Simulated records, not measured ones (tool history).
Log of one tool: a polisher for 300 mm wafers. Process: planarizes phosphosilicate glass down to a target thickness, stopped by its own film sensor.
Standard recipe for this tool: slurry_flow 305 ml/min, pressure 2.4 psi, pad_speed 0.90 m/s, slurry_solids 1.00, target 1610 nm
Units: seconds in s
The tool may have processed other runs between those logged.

| run | hour | slurry_flow | pressure | pad_speed | slurry_solids | target | wafers since the last listed run | wafers polished on this pad | hours since the slurry nozzle was cleaned | hours since the head pressure was calibrated | hours since the slurry blender was calibrated | hours since the conditioning disc was replaced | incoming thickness of the incoming film, nm | seconds |
|---|---|---|---|---|---|---|---|---|---|---|---|---|---|---|
| 1 | 0.0 | 305 | 2.4 | 0.90 | 1.00 | 1610 | 0 | 2117 | 114.7 | 584.9 | 72.0 | 553.6 | 2252.2 | 99.1 |
| 2 | 42.1 | 305 | 2.4 | 0.90 | 1.00 | 1610 | 196 | 2313 | 156.8 | 627.0 | 114.1 | 595.7 | 2248.9 | 97.2 |
|  | 55.4 | conditioning disc replaced and pad reconditioned |
|  | 76.0 | worn pad replaced by a new one |
| 3 | 147.5 | 305 | 2.4 | 0.90 | 1.00 | 1610 | 462 | 333 | 262.2 | 732.4 | 219.5 | 92.1 | 2214.2 | 92.7 |
| 4 | 220.8 | 305 | 2.4 | 0.90 | 1.00 | 1610 | 341 | 674 | 335.5 | 805.7 | 292.8 | 165.4 | 2236.7 | 96.2 |
| 5 | 299.3 | 350 | 2.4 | 0.90 | 1.00 | 1610 | 365 | 1040 | 414.0 | 884.2 | 371.3 | 243.9 | 2277.0 | 100.3 |
|  | 339.8 | slurry nozzle cleaned |
| 6 | 375.4 | 305 | 2.4 | 0.90 | 1.10 | 1610 | 349 | 1389 | 35.6 | 960.3 | 447.4 | 320.0 | 2225.1 | 90.9 |
| 7 | 469.1 | 305 | 2.4 | 0.90 | 1.00 | 1610 | 436 | 1826 | 129.3 | 1054.0 | 541.1 | 413.7 | 2222.0 | 94.1 |
| 8 | 510.5 | 305 | 2.4 | 1.04 | 1.00 | 1610 | 192 | 2019 | 170.7 | 1095.4 | 582.5 | 455.1 | 2200.2 | 79.9 |
|  | 535.0 | slurry blender recalibrated |
| 9 | 555.6 | 305 | 2.4 | 0.90 | 1.00 | 1610 | 200 | 2219 | 215.8 | 1140.5 | 20.6 | 500.2 | 2257.6 | 99.2 |
| 10 | 600.1 | 305 | 2.4 | 0.90 | 1.00 | 1610 | 207 | 2427 | 260.3 | 1185.0 | 65.1 | 544.7 | 2227.1 | 94.0 |
|  | 639.6 | conditioning disc replaced and pad reconditioned |
| 11 | 650.6 | 305 | 2.4 | 0.82 | 1.00 | 1816 | 225 | 2653 | 310.8 | 1235.5 | 115.6 | 11.0 | 2207.9 | 64.7 |
|  | 681.0 | worn pad replaced by a new one |
| 12 | 711.6 | 305 | 2.4 | 0.90 | 1.00 | 1610 | 265 | 142 | 371.8 | 1296.5 | 176.6 | 72.0 | 2275.0 | 101.6 |
|  | 796.5 | head pressure recalibrated |
| 13 | 800.2 | 305 | 2.4 | 0.90 | 0.85 | 1720 | 403 | 545 | 460.4 | 3.7 | 265.2 | 160.6 | 2248.9 | 87.8 |
|  | 818.9 | slurry nozzle cleaned |
| 14 | 874.7 | 245 | 2.7 | 0.90 | 1.00 | 1532 | 342 | 888 | 55.8 | 78.2 | 339.7 | 235.1 | 2254.9 | 103.1 |
|  | 997.2 | slurry blender recalibrated |
| 15 | 1169.3 | 390 | 2.0 | 0.90 | 1.20 | 1610 | 1362 | 2251 | 350.4 | 372.8 | 172.1 | 529.7 | 2245.7 | 99.9 |

Run 16 is up next; what results do you expect?
|  | 1216.9 | conditioning disc replaced and pad reconditioned |
|  | 1229.8 | worn pad replaced by a new one |
| 16 | 1242.3 | 305 | 2.4 | 0.70 | 0.85 | 1610 | 312 | 58 | 423.4 | 445.8 | 245.1 | 25.4 | 2202.5 | ? |

seconds: 120.0 s
Minus the tool's unlogged condition, the same run would have read seconds 120.0 s.

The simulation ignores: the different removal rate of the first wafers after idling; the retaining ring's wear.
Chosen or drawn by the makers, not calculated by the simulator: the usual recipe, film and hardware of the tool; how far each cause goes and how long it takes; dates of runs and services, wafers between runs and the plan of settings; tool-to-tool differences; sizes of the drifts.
